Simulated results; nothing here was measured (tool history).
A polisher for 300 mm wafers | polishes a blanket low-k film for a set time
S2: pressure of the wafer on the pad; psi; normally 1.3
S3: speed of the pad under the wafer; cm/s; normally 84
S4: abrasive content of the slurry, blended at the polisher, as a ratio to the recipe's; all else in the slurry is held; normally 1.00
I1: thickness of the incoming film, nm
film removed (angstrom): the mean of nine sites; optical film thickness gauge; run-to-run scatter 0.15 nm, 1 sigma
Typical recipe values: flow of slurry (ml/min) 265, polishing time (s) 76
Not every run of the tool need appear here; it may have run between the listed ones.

Run 1, day 0.000: usual settings but polishing time (s) 85; I1 320.1. Result: film removed (angstrom) 189.
Run 2, day 0.512: usual settings but polishing time (s) 85; I1 325.7. Result: film removed (angstrom) 189.
Run 3, day 1.308: usual settings but polishing time (s) 85; I1 325.5. Result: film removed (angstrom) 187.
At day 1.962: worn pad replaced by a new one.
Run 4, day 2.292: usual settings; I1 316.7. Result: film removed (angstrom) 166.
Run 5, day 3.242: usual settings; I1 316.1. Result: film removed (angstrom) 162.
Run 6, day 3.750: usual settings; I1 325.9. Result: film removed (angstrom) 164.
Run 7, day 4.650: usual settings; I1 317.4. Result: film removed (angstrom) 160.
At day 5.362: slurry blender recalibrated.
Run 8, day 7.604: usual settings; I1 319.4. Result: film removed (angstrom) 166.
At day 8.688: worn pad replaced by a new one.
At day 8.788: conditioning disc replaced and pad reconditioned.
Run 9, day 8.962: usual settings but polishing time (s) 82; I1 319.0. Result: film removed (angstrom) 178.
Run 10, day 9.908: usual settings but polishing time (s) 82; I1 323.2. Result: film removed (angstrom) 177.
Run 11, day 10.962: usual settings but S4 1.05; I1 320.6. Result: film removed (angstrom) 162.
At day 12.479: slurry blender recalibrated.
Run 12, day 12.567: usual settings but S3 60 cm/s, S4 1.20, polishing time (s) 94; I1 318.9. Result: film removed (angstrom) 178.
Run 13, day 13.075: usual settings but flow of slurry (ml/min) 205; I1 321.3. Result: film removed (angstrom) 163.
Run 14, day 13.879: usual settings but S4 1.25; I1 316.8. Result: film removed (angstrom) 180.
Run 15, day 15.108: usual settings but S3 108 cm/s, S4 0.90, polishing time (s) 50; I1 321.6. Result: film removed (angstrom) 128.
At day 15.762: worn pad replaced by a new one.
At day 16.750: slurry nozzle cleaned.
At day 17.988: slurry blender recalibrated.
At day 18.171: head pressure recalibrated.
Run 16, day 18.283: usual settings but S2 1.7 psi, S3 68 cm/s, S4 0.80; I1 320.4. Result: film removed (angstrom) 198.
Run 17, day 19.650: usual settings; I1 319.5. Result: film removed (angstrom) 182.
Run 18, day 20.208: usual settings but S3 100 cm/s, S4 1.15; I1 325.0. Result: film removed (angstrom) 214.
Run 19, day 21.542: usual settings but flow of slurry (ml/min) 210, S4 0.85; I1 325.8. Result: film removed (angstrom) 164.
At day 22.925: worn pad replaced by a new one.
Run 20, day 22.979: usual settings but flow of slurry (ml/min) 185, S2 1.7 psi, S3 72 cm/s, polishing time (s) 89; I1 318.3. Result: film removed (angstrom) 233.
Run 21, day 24.475: usual settings but flow of slurry (ml/min) 305, S3 72 cm/s, S4 0.75; I1 319.1. Result: film removed (angstrom) 139.
At day 25.062: slurry blender recalibrated.
Run 22, day 25.083: usual settings but S4 0.80, polishing time (s) 66; I1 320.9. Result: film removed (angstrom) 142.
At day 27.871: conditioning disc replaced and pad reconditioned.
Run 23, day 28.412: usual settings but polishing time (s) 66; I1 317.9. Result: film removed (angstrom) 150.
At day 29.200: worn pad replaced by a new one.
Run 24, day 29.808: usual settings but flow of slurry (ml/min) 355, S2 1.8 psi, polishing time (s) 55; I1 318.8. Result: film removed (angstrom) 173.
Run 25, day 30.517: usual settings; I1 324.7. Result: film removed (angstrom) 163.

4 ways to go on from here, each from the tool as it stands after run 25. What would each give?
Run A, day 30.533: usual settings; I1 320.2. Result: film removed (angstrom) ?.
Run B, day 30.533: usual settings but flow of slurry (ml/min) 335, S4 0.75; I1 320.2. Result: film removed (angstrom) ?.
Run C, day 30.533: usual settings but S3 106 cm/s, S4 0.75; I1 320.2. Result: film removed (angstrom) ?.
Run D, day 30.533: usual settings but polishing time (s) 84; I1 320.2. Result: film removed (angstrom) ?.

run  film removed (angstrom)
  A                      164
  B                      153
  C                      176
  D                      181
What these runs would have given with no unlogged condition in the tool:
run  film removed (angstrom)
  A                      185
  B                      173
  C                      199
  D                      204
